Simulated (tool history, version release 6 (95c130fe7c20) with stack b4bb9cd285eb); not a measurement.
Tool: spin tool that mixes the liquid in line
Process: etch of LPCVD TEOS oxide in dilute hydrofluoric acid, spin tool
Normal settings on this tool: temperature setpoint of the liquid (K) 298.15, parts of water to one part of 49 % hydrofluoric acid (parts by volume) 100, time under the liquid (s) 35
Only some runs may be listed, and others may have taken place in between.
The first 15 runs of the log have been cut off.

run	day	temperature setpoint of the liquid (K)	parts of water to one part of 49 % hydrofluoric acid (parts by volume)	time under the liquid (s)	wafers since the last listed run	hours since the thermometer was replaced	hours since the hydrofluoric acid flow meter was replaced	hours since the gauge calibration	read-back film thickness of the LPCVD TEOS oxide reference wafer, read on the same gauge (nm)	thickness taken off the LPCVD TEOS oxide on a monitor wafer (Å)
# day 41.65: thermometer replaced
16	42.729	298.15	100	20	753	25.9	1039.7	2877.9	120	77.1
17	44.367	301.15	65	30	553	65.2	1079	2917.2	119.99	210.4
18	46.508	298.15	100	35	723	116.6	1130.4	2968.6	120	134.2
19	50.879	298.15	100	50	1477	221.5	1235.3	3073.5	120.01	193.3
20	54.454	298.15	100	35	1208	307.3	1321.1	3159.3	120.02	136.5
21	58.025	298.15	120	35	1206	393	1406.8	3245	120.02	109.5
# day 62.058: gauge calibrated
22	65.921	298.15	70	20	2668	582.5	1596.3	92.7	119.98	115.5
23	69.625	298.15	135	30	1251	671.4	1685.2	181.6	119.99	83.4
# day 70.821: hydrofluoric acid flow meter replaced
24	72.892	298.15	145	35	1089	749.8	49.7	260	120.02	85.9
25	75.946	302.65	140	35	1032	823.1	123	333.3	120.05	106.4
26	78.625	295.65	100	35	905	887.4	187.3	397.6	119.98	119.1
27	81.029	298.15	100	35	812	945.1	245	455.3	119.99	131
28	83.621	295.15	60	25	875	1007.3	307.2	517.5	119.99	148
29	88.017	300.15	140	45	1485	1112.8	412.7	623	119.97	124.5
30	92.046	298.15	100	45	1361	1209.5	509.4	719.7	119.96	170.3
31	94.104	298.15	130	35	695	1258.9	558.8	769.1	120.01	99.3
32	96.879	294.65	125	20	937	1325.5	625.4	835.7	120.03	50.8
33	101.254	295.15	60	25	1478	1430.5	730.4	940.7	120.04	148.3

What if the next run were any one of these 4? Each begins from the tool's condition after run 33:
A	101.271	298.15	100	35	5	1430.9	730.8	941.1	?	?
B	101.271	295.15	100	35	5	1430.9	730.8	941.1	?	?
C	101.271	299.65	100	15	5	1430.9	730.8	941.1	?	?
D	101.271	298.15	75	35	5	1430.9	730.8	941.1	?	?

run	read-back film thickness of the LPCVD TEOS oxide reference wafer, read on the same gauge (nm)	thickness taken off the LPCVD TEOS oxide on a monitor wafer (Å)
A	119.98	132.4
B	119.98	117.5
C	119.98	60.2
D	119.98	182.3
Had the tool no hidden state, the same runs would have come out as:
run	thickness taken off the LPCVD TEOS oxide on a monitor wafer (Å)
A	130.4
B	115.7
C	59.3
D	179.6
